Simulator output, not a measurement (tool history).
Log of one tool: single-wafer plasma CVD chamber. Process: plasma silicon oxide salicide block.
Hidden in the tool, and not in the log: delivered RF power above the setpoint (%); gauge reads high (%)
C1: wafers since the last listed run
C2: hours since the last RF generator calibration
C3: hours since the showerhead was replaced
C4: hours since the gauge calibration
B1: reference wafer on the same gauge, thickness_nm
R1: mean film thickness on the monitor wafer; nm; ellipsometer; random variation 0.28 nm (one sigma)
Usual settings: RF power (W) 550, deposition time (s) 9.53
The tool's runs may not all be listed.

Run 1, hour 0.0: usual settings; C1 0; C2 1604.4; C3 2414.5; C4 767.5; B1 99.514. Result: R1 91.856 nm.
At hour 10.4: gauge calibrated.
Run 2, hour 17.5: usual settings; C1 777; C2 1621.9; C3 2432.0; C4 7.1; B1 99.544. Result: R1 92.040 nm.
Run 3, hour 39.9: usual settings; C1 995; C2 1644.3; C3 2454.4; C4 29.5; B1 99.523. Result: R1 91.865 nm.
Run 4, hour 60.2: usual settings but RF power (W) 600, deposition time (s) 9.03; C1 901; C2 1664.6; C3 2474.7; C4 49.8; B1 99.541. Result: R1 91.364 nm.
Run 5, hour 95.2: usual settings but RF power (W) 595; C1 1554; C2 1699.6; C3 2509.7; C4 84.8; B1 99.457. Result: R1 95.719 nm.
Run 6, hour 130.3: usual settings but RF power (W) 595; C1 1559; C2 1734.7; C3 2544.8; C4 119.9; B1 99.440. Result: R1 95.123 nm.
Run 7, hour 142.7: usual settings; C1 550; C2 1747.1; C3 2557.2; C4 132.3; B1 99.615. Result: R1 91.960 nm.
Run 8, hour 163.1: usual settings; C1 906; C2 1767.5; C3 2577.6; C4 152.7; B1 99.505. Result: R1 91.818 nm.
Run 9, hour 197.2: usual settings; C1 1514; C2 1801.6; C3 2611.7; C4 186.8; B1 99.515. Result: R1 92.301 nm.
Run 10, hour 229.5: usual settings; C1 1434; C2 1833.9; C3 2644.0; C4 219.1; B1 99.483. Result: R1 91.554 nm.
Run 11, hour 247.0: usual settings; C1 777; C2 1851.4; C3 2661.5; C4 236.6; B1 99.553. Result: R1 91.712 nm.
Run 12, hour 268.7: usual settings; C1 964; C2 1873.1; C3 2683.2; C4 258.3; B1 99.394. Result: R1 91.843 nm.
Run 13, hour 300.4: usual settings but deposition time (s) 10.20; C1 1408; C2 1904.8; C3 2714.9; C4 290.0; B1 99.465. Result: R1 98.206 nm.
Run 14, hour 322.7: usual settings but deposition time (s) 10.20; C1 990; C2 1927.1; C3 2737.2; C4 312.3; B1 99.356. Result: R1 98.074 nm.
Run 15, hour 352.5: usual settings; C1 1323; C2 1956.9; C3 2767.0; C4 342.1; B1 99.550. Result: R1 91.309 nm.
Run 16, hour 368.8: usual settings; C1 724; C2 1973.2; C3 2783.3; C4 358.4; B1 99.422. Result: R1 90.980 nm.
Run 17, hour 400.7: usual settings; C1 1417; C2 2005.1; C3 2815.2; C4 390.3; B1 99.498. Result: R1 91.127 nm.
Run 18, hour 430.0: usual settings; C1 1301; C2 2034.4; C3 2844.5; C4 419.6; B1 99.408. Result: R1 91.582 nm.
Run 19, hour 450.4: usual settings; C1 906; C2 2054.8; C3 2864.9; C4 440.0; B1 99.477. Result: R1 90.649 nm.
At hour 471.2: RF generator calibrated.
Run 20, hour 473.6: usual settings; C1 675; C2 2.4; C3 2888.1; C4 463.2; B1 99.468. Result: R1 89.412 nm.
Run 21, hour 502.7: usual settings but RF power (W) 615, deposition time (s) 8.78; C1 1292; C2 31.5; C3 2917.2; C4 492.3; B1 99.527. Result: R1 86.652 nm.
Run 22, hour 532.6: usual settings but RF power (W) 510; C1 1328; C2 61.4; C3 2947.1; C4 522.2; B1 99.494. Result: R1 86.002 nm.
Run 23, hour 565.0: usual settings; C1 1439; C2 93.8; C3 2979.5; C4 554.6; B1 99.589. Result: R1 89.673 nm.
Run 24, hour 589.0: usual settings but RF power (W) 495, deposition time (s) 11.24; C1 1066; C2 117.8; C3 3003.5; C4 578.6; B1 99.502. Result: R1 99.945 nm.
Run 25, hour 616.1: usual settings but RF power (W) 480; C1 1203; C2 144.9; C3 3030.6; C4 605.7; B1 99.484. Result: R1 83.636 nm.
At hour 624.5: gauge calibrated.
Run 26, hour 642.6: usual settings but deposition time (s) 10.80; C1 1177; C2 171.4; C3 3057.1; C4 18.1; B1 99.458. Result: R1 100.960 nm.
Run 27, hour 671.4: usual settings but deposition time (s) 7.64; C1 1279; C2 200.2; C3 3085.9; C4 46.9; B1 99.420. Result: R1 71.512 nm.
Run 28, hour 684.0: usual settings but RF power (W) 595, deposition time (s) 10.24; C1 559; C2 212.8; C3 3098.5; C4 59.5; B1 99.542. Result: R1 99.308 nm.
Run 29, hour 701.0: usual settings but RF power (W) 660, deposition time (s) 8.02; C1 755; C2 229.8; C3 3115.5; C4 76.5; B1 99.512. Result: R1 81.283 nm.
At hour 715.4: RF generator calibrated, repeated, since the last time left the tool worse.
Run 30, hour 732.1: usual settings; C1 1026; C2 16.7; C3 3146.6; C4 107.6; B1 99.509. Result: R1 93.926 nm.
Run 31, hour 754.7: usual settings but RF power (W) 480, deposition time (s) 10.04; C1 1004; C2 39.3; C3 3169.2; C4 130.2; B1 99.561. Result: R1 92.962 nm.
At hour 783.3: showerhead replaced.
Run 32, hour 790.4: usual settings but deposition time (s) 10.42; C1 1230; C2 75.0; C3 7.1; C4 165.9; B1 99.457. Result: R1 102.706 nm.
Run 33, hour 807.6: usual settings; C1 764; C2 92.2; C3 24.3; C4 183.1; B1 99.542. Result: R1 93.330 nm.
Run 34, hour 835.7: usual settings but RF power (W) 580, deposition time (s) 8.60; C1 1248; C2 120.3; C3 52.4; C4 211.2; B1 99.499. Result: R1 86.639 nm.
Run 35, hour 853.7: usual settings but RF power (W) 480, deposition time (s) 8.26; C1 799; C2 138.3; C3 70.4; C4 229.2; B1 99.510. Result: R1 76.130 nm.
Run 36, hour 881.9: usual settings but RF power (W) 495; C1 1252; C2 166.5; C3 98.6; C4 257.4; B1 99.488. Result: R1 89.484 nm.
Run 37, hour 909.1: usual settings but RF power (W) 460, deposition time (s) 11.30; C1 1208; C2 193.7; C3 125.8; C4 284.6; B1 99.586. Result: R1 102.289 nm.
Run 38, hour 926.9: usual settings; C1 790; C2 211.5; C3 143.6; C4 302.4; B1 99.444. Result: R1 93.505 nm.
Run 39, hour 954.3: usual settings but RF power (W) 495, deposition time (s) 10.88; C1 1217; C2 238.9; C3 171.0; C4 329.8; B1 99.490. Result: R1 102.191 nm.
Run 40, hour 970.2: usual settings but RF power (W) 495; C1 706; C2 254.8; C3 186.9; C4 345.7; B1 99.489. Result: R1 89.225 nm.
Run 41, hour 1002.8: usual settings but RF power (W) 610, deposition time (s) 10.25; C1 1448; C2 287.4; C3 219.5; C4 378.3; B1 99.438. Result: R1 105.379 nm.
Run 42, hour 1024.4: usual settings but RF power (W) 510, deposition time (s) 11.03; C1 959; C2 309.0; C3 241.1; C4 399.9; B1 99.453. Result: R1 105.310 nm.
Run 43, hour 1055.2: usual settings but RF power (W) 445, deposition time (s) 10.24; C1 1368; C2 339.8; C3 271.9; C4 430.7; B1 99.490. Result: R1 90.406 nm.
Run 44, hour 1070.5: usual settings but RF power (W) 630; C1 679; C2 355.1; C3 287.2; C4 446.0; B1 99.508. Result: R1 99.345 nm.
Run 45, hour 1088.0: usual settings but RF power (W) 480, deposition time (s) 11.33; C1 777; C2 372.6; C3 304.7; C4 463.5; B1 99.429. Result: R1 104.994 nm.

3 ways to go on from here, each from the tool as it stands after run 45. What would each give?
Run A, hour 1088.4: usual settings but RF power (W) 515; C1 17; C2 373.0; C3 305.1; C4 463.9; B1 ?. Result: R1 ?.
Run B, hour 1088.4: usual settings but deposition time (s) 8.72; C1 17; C2 373.0; C3 305.1; C4 463.9; B1 ?. Result: R1 ?.
Run C, hour 1088.4: usual settings but RF power (W) 455; C1 17; C2 373.0; C3 305.1; C4 463.9; B1 ?. Result: R1 ?.

run      B1      R1
  A  99.591  91.300
  B  99.591  86.176
  C  99.591  85.799
Without the tool's hidden state the same runs would have given:
run      R1
  A  91.408
  B  86.279
  C  85.901
